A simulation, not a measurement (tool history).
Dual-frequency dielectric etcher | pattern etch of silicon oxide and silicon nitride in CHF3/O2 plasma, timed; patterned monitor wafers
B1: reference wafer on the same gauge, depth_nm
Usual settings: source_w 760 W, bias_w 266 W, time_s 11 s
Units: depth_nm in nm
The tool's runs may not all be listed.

run 1 hour=0 | source_w=760 bias_w=236 time_s=11 | B1=23.1 | depth_nm=20.34
run 2 hour=64.7 | source_w=760 bias_w=236 time_s=11 | B1=23.09 | depth_nm=20.12
-- hour=93 wet clean of the chamber
run 3 hour=132.9 | source_w=760 bias_w=266 time_s=11 | B1=23.1 | depth_nm=21.21
run 4 hour=192.8 | source_w=760 bias_w=228 time_s=14 | B1=23.11 | depth_nm=25.75
run 5 hour=245.1 | source_w=760 bias_w=228 time_s=14 | B1=23.09 | depth_nm=25.82
run 6 hour=289.6 | source_w=760 bias_w=228 time_s=14 | B1=23.09 | depth_nm=25.64
-- hour=321 upper electrode replaced
run 7 hour=321.5 | source_w=680 bias_w=266 time_s=9.5 | B1=23.1 | depth_nm=17.57
-- hour=460.7 wet clean of the chamber
run 8 hour=472.4 | source_w=680 bias_w=266 time_s=9.5 | B1=23.1 | depth_nm=17.61
run 9 hour=517.4 | source_w=760 bias_w=266 time_s=11 | B1=23.1 | depth_nm=21.29
run 10 hour=546.9 | source_w=760 bias_w=266 time_s=11 | B1=23.09 | depth_nm=21.17
run 11 hour=601.7 | source_w=590 bias_w=266 time_s=11 | B1=23.1 | depth_nm=19.47
-- hour=635.9 source power generator calibrated
run 12 hour=656.4 | source_w=760 bias_w=266 time_s=11 | B1=23.11 | depth_nm=21.08
-- hour=703.1 bias power generator calibrated
run 13 hour=709.4 | source_w=880 bias_w=220 time_s=10 | B1=23.09 | depth_nm=18.77
-- hour=919.3 wet clean of the chamber
run 14 hour=919.8 | source_w=760 bias_w=266 time_s=11 | B1=23.1 | depth_nm=21.03
-- hour=945.2 gauge calibrated
run 15 hour=969.3 | source_w=890 bias_w=266 time_s=11 | B1=23.1 | depth_nm=22.16
run 16 hour=1034.4 | source_w=760 bias_w=266 time_s=11 | B1=23.1 | depth_nm=20.9
run 17 hour=1082.7 | source_w=760 bias_w=246 time_s=13 | B1=23.1 | depth_nm=24.18
run 18 hour=1114.1 | source_w=760 bias_w=266 time_s=11 | B1=23.1 | depth_nm=20.94
run 19 hour=1142 | source_w=890 bias_w=206 time_s=8 | B1=23.11 | depth_nm=14.79
run 20 hour=1202.1 | source_w=820 bias_w=228 time_s=13 | B1=23.11 | depth_nm=24.15
run 21 hour=1255.4 | source_w=760 bias_w=329 time_s=11 | B1=23.1 | depth_nm=22.27
run 22 hour=1304 | source_w=660 bias_w=231 time_s=13 | B1=23.1 | depth_nm=22.42
-- hour=1371.5 wet clean of the chamber
run 23 hour=1372 | source_w=820 bias_w=305 time_s=11 | B1=23.11 | depth_nm=22.56
run 24 hour=1393.5 | source_w=660 bias_w=206 time_s=13 | B1=23.1 | depth_nm=21.92
run 25 hour=1449.9 | source_w=760 bias_w=266 time_s=11 | B1=23.11 | depth_nm=21.06
run 26 hour=1493.9 | source_w=860 bias_w=266 time_s=11 | B1=23.1 | depth_nm=22.08
run 27 hour=1552.9 | source_w=760 bias_w=266 time_s=11 | B1=23.1 | depth_nm=20.97
run 28 hour=1592.6 | source_w=760 bias_w=266 time_s=11 | B1=23.1 | depth_nm=20.99
run 29 hour=1623.2 | source_w=760 bias_w=266 time_s=11 | B1=23.09 | depth_nm=20.94

4 ways to go on from here, each from the tool as it stands after run 29. What would each give?
run A hour=1623.6 | source_w=610 bias_w=266 time_s=11 | B1=? | depth_nm=?
run B hour=1623.6 | source_w=640 bias_w=312 time_s=11 | B1=? | depth_nm=?
run C hour=1623.6 | source_w=590 bias_w=283 time_s=11 | B1=? | depth_nm=?
run D hour=1623.6 | source_w=690 bias_w=313 time_s=13 | B1=? | depth_nm=?

run=A B1=23.11 depth_nm=19.44
run=B B1=23.11 depth_nm=20.8
run=C B1=23.11 depth_nm=19.61
run=D B1=23.11 depth_nm=25.23
Without the tool's hidden state the same runs would have given:
run=A depth_nm=19.44
run=B depth_nm=20.8
run=C depth_nm=19.61
run=D depth_nm=25.23
